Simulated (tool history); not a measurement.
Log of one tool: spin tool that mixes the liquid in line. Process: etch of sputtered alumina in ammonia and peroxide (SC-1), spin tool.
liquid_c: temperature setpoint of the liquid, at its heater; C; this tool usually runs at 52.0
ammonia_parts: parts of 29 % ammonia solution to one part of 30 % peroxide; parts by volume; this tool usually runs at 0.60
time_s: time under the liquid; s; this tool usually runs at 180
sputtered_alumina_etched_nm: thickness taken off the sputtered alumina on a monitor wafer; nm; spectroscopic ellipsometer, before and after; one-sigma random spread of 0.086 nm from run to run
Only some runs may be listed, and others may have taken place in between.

| run | hour | liquid_c | ammonia_parts | time_s | wafers since the last listed run | hours since the thermometer was replaced | hours since the ammonia flow meter was replaced | hours since the heated supply line was repaired | hours since the drum of ammonia solution was connected | hours since the gauge calibration | read-back film thickness of the sputtered alumina reference wafer, read on the same gauge (nm) | sputtered_alumina_etched_nm |
|---|---|---|---|---|---|---|---|---|---|---|---|---|
| 1 | 0.0 | 52.0 | 0.80 | 180 | 0 | 2462.3 | 1282.7 | 1125.0 | 413.1 | 658.7 | 140.01 | 12.30 |
| 2 | 203.2 | 46.0 | 0.60 | 180 | 917 | 2665.5 | 1485.9 | 1328.2 | 616.3 | 861.9 | 140.00 | 8.57 |
| 3 | 248.8 | 46.0 | 0.60 | 180 | 205 | 2711.1 | 1531.5 | 1373.8 | 661.9 | 907.5 | 139.99 | 8.48 |
| 4 | 353.0 | 52.0 | 0.60 | 180 | 470 | 2815.3 | 1635.7 | 1478.0 | 766.1 | 1011.7 | 139.99 | 11.69 |
|  | 377.4 | heated supply line repaired |
|  | 400.3 | new drum of ammonia solution connected |
|  | 423.0 | thermometer replaced |
| 5 | 423.5 | 52.0 | 0.60 | 180 | 304 | 0.5 | 1706.2 | 46.1 | 23.2 | 1082.2 | 140.00 | 12.33 |
| 6 | 459.8 | 52.0 | 0.60 | 180 | 163 | 36.8 | 1742.5 | 82.4 | 59.5 | 1118.5 | 140.01 | 12.41 |
| 7 | 525.9 | 52.0 | 0.60 | 180 | 298 | 102.9 | 1808.6 | 148.5 | 125.6 | 1184.6 | 139.99 | 12.47 |
|  | 721.1 | ammonia flow meter replaced |
| 8 | 781.2 | 52.0 | 0.60 | 180 | 1147 | 358.2 | 60.1 | 403.8 | 380.9 | 1439.9 | 140.00 | 12.25 |
| 9 | 874.9 | 61.5 | 0.60 | 180 | 422 | 451.9 | 153.8 | 497.5 | 474.6 | 1533.6 | 140.00 | 20.22 |
|  | 909.8 | gauge calibrated |
| 10 | 933.4 | 60.5 | 0.60 | 250 | 264 | 510.4 | 212.3 | 556.0 | 533.1 | 23.6 | 139.99 | 26.63 |
| 11 | 1012.3 | 47.0 | 0.30 | 180 | 356 | 589.3 | 291.2 | 634.9 | 612.0 | 102.5 | 139.98 | 8.62 |
| 12 | 1076.6 | 52.0 | 0.75 | 95 | 290 | 653.6 | 355.5 | 699.2 | 676.3 | 166.8 | 140.00 | 6.64 |
| 13 | 1151.3 | 52.0 | 0.60 | 180 | 337 | 728.3 | 430.2 | 773.9 | 751.0 | 241.5 | 140.01 | 12.11 |
|  | 1244.9 | new drum of ammonia solution connected |
| 14 | 1422.7 | 43.0 | 0.35 | 210 | 1220 | 999.7 | 701.6 | 1045.3 | 177.8 | 512.9 | 139.98 | 7.94 |
| 15 | 1497.0 | 48.0 | 0.35 | 260 | 335 | 1074.0 | 775.9 | 1119.6 | 252.1 | 587.2 | 139.97 | 13.11 |
| 16 | 1594.9 | 47.0 | 0.50 | 270 | 441 | 1171.9 | 873.8 | 1217.5 | 350.0 | 685.1 | 139.97 | 13.27 |
| 17 | 1700.5 | 46.0 | 0.60 | 180 | 476 | 1277.5 | 979.4 | 1323.1 | 455.6 | 790.7 | 140.00 | 8.48 |
| 18 | 1740.1 | 46.0 | 0.80 | 285 | 178 | 1317.1 | 1019.0 | 1362.7 | 495.2 | 830.3 | 140.00 | 13.75 |
| 19 | 1795.6 | 48.5 | 0.85 | 180 | 250 | 1372.6 | 1074.5 | 1418.2 | 550.7 | 885.8 | 139.98 | 10.00 |
|  | 1828.4 | heated supply line repaired |
| 20 | 1862.0 | 57.0 | 0.30 | 255 | 295 | 1439.0 | 1140.9 | 33.6 | 617.1 | 952.2 | 140.00 | 21.64 |
| 21 | 1918.1 | 52.0 | 0.60 | 180 | 253 | 1495.1 | 1197.0 | 89.7 | 673.2 | 1008.3 | 140.02 | 12.44 |
| 22 | 2024.1 | 47.0 | 0.60 | 180 | 478 | 1601.1 | 1303.0 | 195.7 | 779.2 | 1114.3 | 140.02 | 9.39 |
|  | 2068.1 | new drum of ammonia solution connected |
| 23 | 2090.5 | 52.0 | 0.60 | 80 | 295 | 1667.5 | 1369.4 | 262.1 | 22.4 | 1180.7 | 140.00 | 5.46 |

5 ways to go on from here, each from the tool as it stands after run 23. What would each give?
| A | 2091.0 | 52.0 | 0.35 | 180 | 2 | 1668.0 | 1369.9 | 262.6 | 22.9 | 1181.2 | ? | ? |
| B | 2091.0 | 52.0 | 0.60 | 120 | 2 | 1668.0 | 1369.9 | 262.6 | 22.9 | 1181.2 | ? | ? |
| C | 2091.0 | 57.5 | 0.45 | 220 | 2 | 1668.0 | 1369.9 | 262.6 | 22.9 | 1181.2 | ? | ? |
| D | 2091.0 | 49.0 | 0.40 | 255 | 2 | 1668.0 | 1369.9 | 262.6 | 22.9 | 1181.2 | ? | ? |
| E | 2091.0 | 52.0 | 0.85 | 105 | 2 | 1668.0 | 1369.9 | 262.6 | 22.9 | 1181.2 | ? | ? |

| run | read-back film thickness of the sputtered alumina reference wafer, read on the same gauge (nm) | sputtered_alumina_etched_nm |
|---|---|---|
| A | 140.01 | 11.64 |
| B | 140.01 | 8.17 |
| C | 140.01 | 19.54 |
| D | 140.01 | 14.17 |
| E | 140.01 | 7.39 |
What these runs would have given with no unlogged condition in the tool:
| run | sputtered_alumina_etched_nm |
|---|---|
| A | 11.80 |
| B | 8.28 |
| C | 19.80 |
| D | 14.37 |
| E | 7.49 |

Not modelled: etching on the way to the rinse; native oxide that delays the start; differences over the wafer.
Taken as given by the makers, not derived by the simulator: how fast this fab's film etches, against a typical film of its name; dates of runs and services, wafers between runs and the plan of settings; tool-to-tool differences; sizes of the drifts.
